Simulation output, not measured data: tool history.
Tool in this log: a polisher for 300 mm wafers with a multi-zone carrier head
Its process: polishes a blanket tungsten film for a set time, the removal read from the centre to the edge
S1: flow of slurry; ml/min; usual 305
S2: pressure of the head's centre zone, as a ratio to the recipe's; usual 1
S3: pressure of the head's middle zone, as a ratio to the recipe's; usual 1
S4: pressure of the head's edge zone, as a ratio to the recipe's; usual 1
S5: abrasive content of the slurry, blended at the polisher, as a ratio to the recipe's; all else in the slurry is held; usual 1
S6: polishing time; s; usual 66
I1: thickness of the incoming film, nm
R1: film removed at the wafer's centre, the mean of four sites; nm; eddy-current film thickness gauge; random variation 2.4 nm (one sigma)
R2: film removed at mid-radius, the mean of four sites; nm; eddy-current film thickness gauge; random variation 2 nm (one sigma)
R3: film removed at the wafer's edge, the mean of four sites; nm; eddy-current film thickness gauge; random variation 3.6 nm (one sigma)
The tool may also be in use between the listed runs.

run	day	S1	S2	S3	S4	S5	S6	I1	R1	R2	R3
1	0	305	1	1	0.95	1	79	1080.4	314.3	326.9	319.6
2	1.212	305	1	1	0.95	1	79	1069.8	311.9	325.6	331.2
# day 3.6: worn pad replaced by a new one
# day 4.121: slurry nozzle cleaned
# day 5.875: edge zone pressure recalibrated
3	6.692	305	1	1	0.95	1	79	1059.3	309	324	321.1
4	8.579	305	1	0.93	1	1	66	1061.7	256.2	257.8	281.3
# day 9.912: centre zone pressure recalibrated
5	9.954	305	1	0.93	1	1	66	1085.7	274.1	255	280.9
6	12.871	305	1	1.11	1	1	66	1054	272.2	297.2	269.7
7	19.683	235	1	1	1.11	1	66	1058.7	263.8	268.3	286.9
# day 20.508: worn pad replaced by a new one, of another model than before
# day 25.6: carrier head's membrane replaced by a new one
8	26.317	395	1	0.94	1	1.15	66	1087.3	271.9	267.2	283.1
9	29.054	305	0.91	1	0.92	1.25	60	1057.4	239	255.4	248.2
10	31.854	305	0.96	1	1	1	66	1064.7	255.9	271.3	278.7
# day 33.829: slurry nozzle cleaned
11	34.7	305	1	1	1	1	66	1080.3	259.9	270.7	272.6
# day 36.071: worn pad replaced by a new one
12	37.604	305	1	1	0.95	1	79	1067.9	310.2	322.2	318.3
13	40.092	305	1	1	0.96	1	66	1064.4	259.6	267.2	274.9
14	41.733	305	1	0.89	1	1	66	1063	261.7	246.3	277.7
# day 44.517: edge zone pressure recalibrated
15	44.554	270	1	0.92	1	1	51	1078.7	203.9	194.1	215.1
16	46.833	390	1	0.91	1.11	0.8	66	1048.6	253.3	246	286
# day 47.383: centre zone pressure recalibrated
17	49.308	230	1	1	1	1	66	1083.5	264.8	264.6	272.7
18	51.292	305	1	1	1	1.15	57	1062.7	239	236.6	247
# day 52.438: worn pad replaced by a new one
19	53.292	305	1	1	1	1	66	1072.2	265.5	266.6	274.3
20	54.775	405	1.06	1.07	0.89	1	66	1079.6	275	290.9	264.7

Predict each of these 5 candidate next runs independently; none follows another, all start after run 20:
A	54.792	305	0.9	1	1	1	66	1072.6	?	?	?
B	54.792	235	0.96	1	1	1.25	75	1072.6	?	?	?
C	54.792	305	1	1.1	0.9	1	66	1072.6	?	?	?
D	54.792	305	1	1	1	1.2	66	1072.6	?	?	?
E	54.792	395	1	1	1.1	1.3	53	1072.6	?	?	?

run	R1	R2	R3
A	254.2	270.7	278.1
B	306.3	314.7	324.3
C	270.2	293.5	264.3
D	277.8	278.4	286.1
E	229	229.1	246.2
With no hidden state in the tool, these same runs would have given:
run	R1	R2	R3
A	262.6	270.6	278.1
B	316.3	314.7	324.3
C	279	293.4	264.3
D	286.9	278.3	286.1
E	236.5	229.1	246.2
